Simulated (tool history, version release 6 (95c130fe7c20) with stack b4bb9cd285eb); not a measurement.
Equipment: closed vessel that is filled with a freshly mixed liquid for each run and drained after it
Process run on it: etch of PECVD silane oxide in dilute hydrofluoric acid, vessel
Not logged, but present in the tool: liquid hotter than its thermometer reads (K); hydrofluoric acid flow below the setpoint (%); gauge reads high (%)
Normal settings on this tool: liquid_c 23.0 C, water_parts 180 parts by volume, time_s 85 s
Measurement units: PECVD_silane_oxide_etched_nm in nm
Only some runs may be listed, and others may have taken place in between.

| run | hour | liquid_c | water_parts | time_s | wafers since the last listed run | hours since the thermometer was replaced | hours since the hydrofluoric acid flow meter was replaced | hours since the gauge calibration | read-back film thickness of the PECVD silane oxide reference wafer, read on the same gauge (nm) | PECVD_silane_oxide_etched_nm |
|---|---|---|---|---|---|---|---|---|---|---|
| 1 | 0.0 | 23.0 | 180 | 85 | 0 | 1256.9 | 1641.9 | 372.5 | 110.01 | 13.29 |
| 2 | 152.4 | 25.5 | 180 | 85 | 18796 | 1409.3 | 1794.3 | 524.9 | 110.00 | 14.69 |
| 3 | 176.9 | 25.5 | 180 | 85 | 3021 | 1433.8 | 1818.8 | 549.4 | 110.00 | 14.55 |
| 4 | 226.7 | 23.0 | 180 | 85 | 6142 | 1483.6 | 1868.6 | 599.2 | 110.01 | 13.39 |
| 5 | 254.4 | 23.0 | 180 | 85 | 3416 | 1511.3 | 1896.3 | 626.9 | 109.99 | 13.39 |
| 6 | 304.1 | 23.0 | 180 | 85 | 6129 | 1561.0 | 1946.0 | 676.6 | 109.99 | 13.34 |
| 7 | 331.5 | 23.0 | 180 | 85 | 3379 | 1588.4 | 1973.4 | 704.0 | 109.98 | 13.35 |
| 8 | 372.3 | 23.0 | 180 | 85 | 5032 | 1629.2 | 2014.2 | 744.8 | 110.03 | 13.37 |
|  | 433.1 | hydrofluoric acid flow meter replaced |
| 9 | 585.2 | 23.0 | 180 | 85 | 26134 | 1842.1 | 152.1 | 957.7 | 110.00 | 13.43 |
| 10 | 617.7 | 23.0 | 180 | 115 | 4008 | 1874.6 | 184.6 | 990.2 | 110.00 | 18.32 |
| 11 | 662.4 | 23.0 | 180 | 115 | 5513 | 1919.3 | 229.3 | 1034.9 | 109.99 | 18.01 |
| 12 | 703.8 | 23.0 | 180 | 60 | 5106 | 1960.7 | 270.7 | 1076.3 | 110.00 | 9.48 |
|  | 723.2 | thermometer replaced |
| 13 | 728.2 | 23.0 | 180 | 60 | 2886 | 5.0 | 295.1 | 1100.7 | 110.01 | 9.07 |
| 14 | 770.7 | 23.0 | 180 | 60 | 5241 | 47.5 | 337.6 | 1143.2 | 110.00 | 9.04 |
| 15 | 803.4 | 18.5 | 155 | 85 | 4033 | 80.2 | 370.3 | 1175.9 | 110.00 | 12.96 |
| 16 | 832.4 | 21.0 | 120 | 120 | 3576 | 109.2 | 399.3 | 1204.9 | 110.00 | 27.00 |
| 17 | 880.5 | 23.0 | 210 | 85 | 5932 | 157.3 | 447.4 | 1253.0 | 109.98 | 10.74 |
| 18 | 911.5 | 25.5 | 265 | 135 | 3823 | 188.3 | 478.4 | 1284.0 | 109.99 | 13.95 |
| 19 | 951.9 | 23.0 | 230 | 85 | 4982 | 228.7 | 518.8 | 1324.4 | 110.00 | 9.62 |
|  | 1000.2 | gauge calibrated |
| 20 | 1019.3 | 23.0 | 180 | 85 | 8312 | 296.1 | 586.2 | 19.1 | 109.99 | 13.00 |
| 21 | 1060.9 | 25.0 | 245 | 55 | 5130 | 337.7 | 627.8 | 60.7 | 110.00 | 6.18 |
| 22 | 1085.4 | 23.0 | 210 | 85 | 3021 | 362.2 | 652.3 | 85.2 | 109.98 | 10.81 |
| 23 | 1133.9 | 19.0 | 105 | 65 | 5981 | 410.7 | 700.8 | 133.7 | 110.00 | 15.74 |
| 24 | 1180.3 | 21.0 | 260 | 105 | 5722 | 457.1 | 747.2 | 180.1 | 109.98 | 9.45 |
| 25 | 1229.2 | 21.0 | 225 | 125 | 6031 | 506.0 | 796.1 | 229.0 | 110.00 | 13.61 |

The next listed run, before its measurement:
| 26 | 1269.2 | 21.0 | 235 | 115 | 4933 | 546.0 | 836.1 | 269.0 | ? | ? |

read-back film thickness of the PECVD silane oxide reference wafer, read on the same gauge (nm): 110.00
PECVD_silane_oxide_etched_nm: 11.76 nm
Had the tool carried no hidden state, the very same run would have given PECVD_silane_oxide_etched_nm 11.53 nm.
